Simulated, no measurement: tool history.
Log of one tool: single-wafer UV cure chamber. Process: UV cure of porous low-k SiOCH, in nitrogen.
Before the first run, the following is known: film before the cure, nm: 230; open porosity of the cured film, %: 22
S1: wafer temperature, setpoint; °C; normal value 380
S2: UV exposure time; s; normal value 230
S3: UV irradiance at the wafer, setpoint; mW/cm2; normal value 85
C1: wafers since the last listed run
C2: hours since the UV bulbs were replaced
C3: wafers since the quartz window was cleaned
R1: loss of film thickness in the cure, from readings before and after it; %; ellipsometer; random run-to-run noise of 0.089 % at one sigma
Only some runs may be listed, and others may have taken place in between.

run,day,S1,S2,S3,C1,C2,C3,R1
1,0.000,380,230,85,0,1144.6,3806,8.942
2,0.308,380,230,73,45,1152.0,3851,8.388
3,1.054,380,230,73,110,1169.9,3962,8.273
4,1.512,380,230,73,67,1180.9,4029,8.182
5,1.933,394,230,111,62,1191.0,4091,10.256
6,2.533,394,230,111,88,1205.4,4180,10.207
7,4.279,394,230,111,257,1247.3,4438,9.943
8,4.896,380,230,85,91,1262.1,4529,8.598
9,5.400,380,230,85,74,1274.2,4603,8.414
10,5.758,389,155,48,52,1282.8,4656,4.825
11,6.388,380,230,85,92,1297.9,4749,8.488
12,7.050,365,335,50,97,1313.8,4847,7.533
# day 7.738: UV bulbs replaced
# day 8.879: quartz window cleaned
13,8.938,363,160,46,180,28.8,8,6.545
14,9.371,380,335,56,63,39.2,72,10.782
15,9.675,380,230,85,44,46.5,117,10.917
16,9.946,380,160,85,39,53.0,157,9.273
17,10.233,380,230,85,42,59.9,199,10.910
18,10.625,380,355,85,57,69.3,257,12.844
19,11.212,363,135,69,86,83.4,344,7.521

4 options for the next run, each taken on its own from the tool as it stands now. Forecast them:
A,11.233,380,230,85,3,83.9,347,?
B,11.233,389,265,96,3,83.9,347,?
C,11.233,380,230,46,3,83.9,347,?
D,11.233,380,230,57,3,83.9,347,?

run,R1
A,11.154
B,12.532
C,8.468
D,9.386
With no hidden state in the tool, these same runs would have given:
run,R1
A,11.348
B,12.732
C,8.649
D,9.572
